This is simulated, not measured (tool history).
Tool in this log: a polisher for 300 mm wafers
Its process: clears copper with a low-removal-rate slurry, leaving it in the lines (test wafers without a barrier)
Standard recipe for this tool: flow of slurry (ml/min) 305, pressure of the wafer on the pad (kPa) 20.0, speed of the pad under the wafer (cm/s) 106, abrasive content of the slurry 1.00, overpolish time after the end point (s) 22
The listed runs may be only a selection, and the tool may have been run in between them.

| run | hour | flow of slurry (ml/min) | pressure of the wafer on the pad (kPa) | speed of the pad under the wafer (cm/s) | abrasive content of the slurry | overpolish time after the end point (s) | wafers since the last listed run | wafers polished on this pad | hours since the slurry nozzle was cleaned | hours since the head pressure was calibrated | hours since the slurry blender was calibrated | incoming thickness of the incoming film, nm | time until the end point was called (s) |
|---|---|---|---|---|---|---|---|---|---|---|---|---|---|
| 1 | 0.0 | 305 | 20.0 | 106 | 1.05 | 22 | 0 | 1389 | 732.1 | 487.5 | 338.4 | 410.3 | 137.3 |
| 2 | 63.1 | 305 | 20.0 | 106 | 1.05 | 22 | 280 | 1670 | 795.2 | 550.6 | 401.5 | 409.7 | 140.3 |
|  | 70.7 | slurry blender recalibrated |
|  | 91.1 | slurry nozzle cleaned |
| 3 | 125.1 | 305 | 20.0 | 106 | 1.05 | 22 | 262 | 1932 | 34.0 | 612.6 | 54.4 | 408.6 | 139.8 |
| 4 | 167.1 | 305 | 20.0 | 106 | 1.00 | 22 | 186 | 2119 | 76.0 | 654.6 | 96.4 | 414.2 | 144.2 |
|  | 178.9 | worn pad replaced by a new one |
|  | 191.3 | head pressure recalibrated |
| 5 | 210.4 | 305 | 20.0 | 106 | 1.00 | 22 | 165 | 131 | 119.3 | 19.1 | 139.7 | 413.5 | 132.8 |
| 6 | 297.8 | 305 | 20.0 | 106 | 1.00 | 22 | 388 | 519 | 206.7 | 106.5 | 227.1 | 414.6 | 133.3 |
| 7 | 345.3 | 305 | 20.0 | 106 | 1.00 | 22 | 211 | 731 | 254.2 | 154.0 | 274.6 | 406.4 | 132.5 |
| 8 | 413.6 | 330 | 20.0 | 106 | 1.00 | 22 | 303 | 1035 | 322.5 | 222.3 | 342.9 | 415.3 | 138.8 |
| 9 | 465.2 | 305 | 20.0 | 76 | 1.30 | 22 | 229 | 1264 | 374.1 | 273.9 | 394.5 | 412.5 | 170.0 |
|  | 472.7 | slurry blender recalibrated |
| 10 | 522.1 | 305 | 20.0 | 106 | 1.00 | 22 | 244 | 1508 | 431.0 | 330.8 | 49.4 | 406.9 | 137.7 |
| 11 | 593.7 | 270 | 20.0 | 136 | 1.00 | 16 | 318 | 1827 | 502.6 | 402.4 | 121.0 | 408.1 | 114.9 |
|  | 665.8 | worn pad replaced by a new one, of another model than before |
| 12 | 666.3 | 305 | 24.8 | 106 | 1.00 | 22 | 305 | 2 | 575.2 | 475.0 | 193.6 | 409.6 | 117.4 |
| 13 | 702.0 | 305 | 20.0 | 106 | 1.00 | 22 | 158 | 161 | 610.9 | 510.7 | 229.3 | 415.0 | 142.1 |
| 14 | 763.6 | 305 | 20.0 | 106 | 1.00 | 22 | 274 | 435 | 672.5 | 572.3 | 290.9 | 418.3 | 142.6 |
| 15 | 816.9 | 305 | 22.1 | 106 | 1.00 | 22 | 237 | 672 | 725.8 | 625.6 | 344.2 | 409.5 | 131.3 |
|  | 837.0 | head pressure recalibrated |
| 16 | 880.3 | 305 | 20.0 | 92 | 0.90 | 22 | 273 | 945 | 789.2 | 43.3 | 407.6 | 410.2 | 145.0 |
|  | 923.3 | slurry blender recalibrated |
| 17 | 923.8 | 305 | 20.0 | 106 | 1.00 | 22 | 184 | 1129 | 832.7 | 86.8 | 0.5 | 414.7 | 131.1 |
| 18 | 976.7 | 305 | 20.0 | 106 | 1.00 | 22 | 235 | 1365 | 885.6 | 139.7 | 53.4 | 412.0 | 134.6 |
|  | 1004.7 | slurry nozzle cleaned |
| 19 | 1035.2 | 255 | 20.0 | 130 | 0.75 | 35 | 255 | 1620 | 30.5 | 198.2 | 111.9 | 407.9 | 121.5 |
| 20 | 1106.9 | 305 | 20.0 | 88 | 0.75 | 22 | 318 | 1939 | 102.2 | 269.9 | 183.6 | 414.5 | 154.8 |
|  | 1160.0 | worn pad replaced by a new one |
| 21 | 1173.6 | 305 | 25.5 | 106 | 1.00 | 22 | 278 | 60 | 168.9 | 336.6 | 250.3 | 405.5 | 110.1 |
| 22 | 1235.1 | 375 | 20.0 | 132 | 1.00 | 22 | 273 | 334 | 230.4 | 398.1 | 311.8 | 414.3 | 118.8 |
| 23 | 1276.8 | 305 | 20.0 | 106 | 1.00 | 22 | 185 | 519 | 272.1 | 439.8 | 353.5 | 415.0 | 142.4 |
| 24 | 1316.9 | 305 | 13.8 | 120 | 1.10 | 14 | 178 | 697 | 312.2 | 479.9 | 393.6 | 412.8 | 167.5 |
| 25 | 1360.8 | 305 | 20.0 | 134 | 1.00 | 22 | 195 | 893 | 356.1 | 523.8 | 437.5 | 410.7 | 118.9 |
| 26 | 1386.8 | 305 | 20.0 | 106 | 1.10 | 33 | 115 | 1008 | 382.1 | 549.8 | 463.5 | 404.3 | 136.6 |
|  | 1435.1 | slurry blender recalibrated |
| 27 | 1458.5 | 400 | 20.0 | 84 | 1.00 | 15 | 310 | 1318 | 453.8 | 621.5 | 23.4 | 410.9 | 159.0 |
| 28 | 1505.6 | 305 | 16.5 | 106 | 1.00 | 17 | 209 | 1528 | 500.9 | 668.6 | 70.5 | 407.6 | 161.6 |
|  | 1618.6 | head pressure recalibrated |
|  | 1651.8 | worn pad replaced by a new one |
| 29 | 1700.9 | 370 | 25.5 | 144 | 1.00 | 22 | 842 | 218 | 696.2 | 82.3 | 265.8 | 412.8 | 89.2 |

Below, some changes in time until the end point was called (s) between adjacent runs. For each, the amount present without the hidden state too (settings, incoming material, random variation) and the amount remaining for the hidden state with gauge scatter not shared by both compared results:
Hidden state at play: removal rate lost through wear of the pad, %; slurry flow missing at the pad, %; deviation of the head's pressure from its setpoint, %; abrasive missing from the slurry, %.
Run 15 -> 16: pressure of the wafer on the pad (kPa) 22.1 -> 20.0, speed of the pad under the wafer (cm/s) 106 -> 92, abrasive content of the slurry 1.00 -> 0.90, head pressure recalibrated. time until the end point was called (s) +13.7: hidden state -12.2, all else +25.9.
Run 24 -> 25: pressure of the wafer on the pad (kPa) 13.8 -> 20.0, speed of the pad under the wafer (cm/s) 120 -> 134, abrasive content of the slurry 1.10 -> 1.00, overpolish time after the end point (s) 14 -> 22. time until the end point was called (s) -48.6: hidden state -2.3, all else -46.3.
Run 28 -> 29: flow of slurry (ml/min) 305 -> 370, pressure of the wafer on the pad (kPa) 16.5 -> 25.5, speed of the pad under the wafer (cm/s) 106 -> 144, overpolish time after the end point (s) 17 -> 22, head pressure recalibrated, worn pad replaced by a new one. time until the end point was called (s) -72.4: hidden state -12.7, all else -59.7.

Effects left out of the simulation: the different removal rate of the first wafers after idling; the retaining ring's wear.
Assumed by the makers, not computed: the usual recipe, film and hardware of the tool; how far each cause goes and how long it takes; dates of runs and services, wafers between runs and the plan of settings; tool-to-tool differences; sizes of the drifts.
